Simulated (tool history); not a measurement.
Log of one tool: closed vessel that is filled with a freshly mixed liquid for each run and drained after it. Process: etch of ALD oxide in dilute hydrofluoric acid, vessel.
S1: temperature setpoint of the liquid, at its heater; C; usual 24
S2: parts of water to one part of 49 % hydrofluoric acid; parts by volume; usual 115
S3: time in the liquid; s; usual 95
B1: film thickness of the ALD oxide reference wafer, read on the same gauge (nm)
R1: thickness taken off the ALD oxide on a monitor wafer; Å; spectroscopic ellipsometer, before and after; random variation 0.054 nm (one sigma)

run	hour	S1	S2	S3	B1	R1
1	0	24	70	95	124.17	212.8
2	71.2	24	80	75	124.19	145.6
3	95.4	24	115	95	124.23	121.8
4	115.4	24	115	95	124.23	122.9
5	133.7	24	115	95	124.25	123
6	168.2	27.5	115	95	124.26	140.6
7	189.7	24	115	95	124.3	122
8	216.9	24	115	140	124.31	180.3
9	248.2	24	115	140	124.36	182.7
10	274.5	24	115	140	124.32	181.5
11	297.3	24	115	95	124.35	123.5
12	317.5	24	115	95	124.34	123.4
13	351	24	100	95	124.38	143.3
14	384.3	24	115	95	124.38	122.4
15	409.6	24	160	145	124.42	127.6
# hour 436.7: gauge calibrated
16	437.4	25.5	80	80	119.39	158.3
17	469.8	22.5	65	95	119.67	209.3
18	484	24	115	95	119.83	117.3
19	500.6	24	115	95	119.96	118.5
20	523.2	24	55	95	120.19	267.4
21	556.2	22	160	130	120.43	103
22	573.6	24	115	145	120.53	182.3
23	598.7	24	130	50	120.73	54.6
24	628.4	24	115	95	120.94	120
# hour 632.2: hydrofluoric acid flow meter replaced
25	655.7	24	150	145	121.08	134.4
# hour 664: thermometer replaced
26	683.8	24	115	95	121.27	120.5
27	718.2	20	115	95	121.44	103.3
28	752.3	25.5	140	75	121.62	80
29	775.7	20.5	160	50	121.77	37.8
30	847.6	24	115	145	122.02	183.6
31	874.2	21.5	95	50	122.13	71.3
32	887.4	20	145	150	122.17	125
33	922.6	24	115	80	122.29	102.3
34	935.2	24	115	95	122.31	121.5
35	969.3	24	140	95	122.43	96.7

The tool's hidden state at each run:
liquid colder than its thermometer reads (K): 0 in every run
hydrofluoric acid flow below the setpoint (%): 0 in every run
H1: gauge reads high (%)
run	H1
1	3.46
2	3.51
3	3.53
4	3.54
5	3.55
6	3.57
7	3.58
8	3.59
9	3.61
10	3.62
11	3.63
12	3.64
13	3.65
14	3.66
15	3.67
16	-0.52
17	-0.256
18	-0.147
19	-0.0234
20	0.137
21	0.356
22	0.464
23	0.614
24	0.779
25	0.921
26	1.06
27	1.21
28	1.36
29	1.45
30	1.7
31	1.78
32	1.82
33	1.92
34	1.95
35	2.03
